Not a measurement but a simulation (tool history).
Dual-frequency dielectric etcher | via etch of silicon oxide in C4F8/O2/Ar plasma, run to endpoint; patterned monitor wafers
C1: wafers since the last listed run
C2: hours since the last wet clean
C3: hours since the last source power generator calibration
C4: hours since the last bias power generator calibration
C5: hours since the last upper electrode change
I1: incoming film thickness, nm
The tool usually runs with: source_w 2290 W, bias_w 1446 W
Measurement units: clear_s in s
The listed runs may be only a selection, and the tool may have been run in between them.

Run 1, hour 0.0: usual settings but source_w 1920 W; C1 0; C2 459.3; C3 2380.6; C4 2986.2; C5 2781.9; I1 1597.2. Result: clear_s 341.7 s.
Run 2, hour 15.6: usual settings but source_w 1920 W; C1 58; C2 474.9; C3 2396.2; C4 3001.8; C5 2797.5; I1 1619.8. Result: clear_s 347.4 s.
Run 3, hour 26.7: usual settings; C1 41; C2 486.0; C3 2407.3; C4 3012.9; C5 2808.6; I1 1597.7. Result: clear_s 323.7 s.
Run 4, hour 33.8: usual settings; C1 26; C2 493.1; C3 2414.4; C4 3020.0; C5 2815.7; I1 1595.6. Result: clear_s 322.5 s.
Run 5, hour 51.3: usual settings; C1 66; C2 510.6; C3 2431.9; C4 3037.5; C5 2833.2; I1 1598.5. Result: clear_s 323.0 s.
At hour 63.4: bias power generator calibrated.
Run 6, hour 66.3: usual settings but source_w 2510 W; C1 41; C2 525.6; C3 2446.9; C4 2.9; C5 2848.2; I1 1604.6. Result: clear_s 312.8 s.
At hour 98.9: upper electrode replaced.
Run 7, hour 99.4: usual settings but source_w 2510 W; C1 34; C2 558.7; C3 2480.0; C4 36.0; C5 0.5; I1 1585.9. Result: clear_s 308.4 s.
At hour 124.6: source power generator calibrated.
At hour 148.5: wet clean of the chamber.
Run 8, hour 149.0: usual settings but source_w 2040 W, bias_w 1319 W; C1 81; C2 0.5; C3 24.4; C4 85.6; C5 50.1; I1 1601.3. Result: clear_s 325.2 s.
Run 9, hour 149.5: usual settings but source_w 2470 W, bias_w 1573 W; C1 1; C2 1.0; C3 24.9; C4 86.1; C5 50.6; I1 1591.6. Result: clear_s 294.1 s.
Run 10, hour 149.9: usual settings but source_w 2640 W, bias_w 1698 W; C1 1; C2 1.4; C3 25.3; C4 86.5; C5 51.0; I1 1602.6. Result: clear_s 285.9 s.
Run 11, hour 159.2: usual settings but source_w 2010 W, bias_w 1249 W; C1 35; C2 10.7; C3 34.6; C4 95.8; C5 60.3; I1 1592.3. Result: clear_s 331.7 s.
Run 12, hour 167.2: usual settings but source_w 2450 W, bias_w 1634 W; C1 30; C2 18.7; C3 42.6; C4 103.8; C5 68.3; I1 1594.3. Result: clear_s 291.5 s.
Run 13, hour 182.9: usual settings; C1 59; C2 34.4; C3 58.3; C4 119.5; C5 84.0; I1 1596.8. Result: clear_s 307.8 s.
Run 14, hour 195.9: usual settings but source_w 1970 W, bias_w 1142 W; C1 49; C2 47.4; C3 71.3; C4 132.5; C5 97.0; I1 1589.8. Result: clear_s 336.4 s.

What will run 15 give?
Run 15, hour 211.1: usual settings; C1 57; C2 62.6; C3 86.5; C4 147.7; C5 112.2; I1 1596.4. Result: clear_s ?.

clear_s: 307.7 s
On a tool with no hidden condition, and with the same random variation, this run would have come out at clear_s 306.2 s.

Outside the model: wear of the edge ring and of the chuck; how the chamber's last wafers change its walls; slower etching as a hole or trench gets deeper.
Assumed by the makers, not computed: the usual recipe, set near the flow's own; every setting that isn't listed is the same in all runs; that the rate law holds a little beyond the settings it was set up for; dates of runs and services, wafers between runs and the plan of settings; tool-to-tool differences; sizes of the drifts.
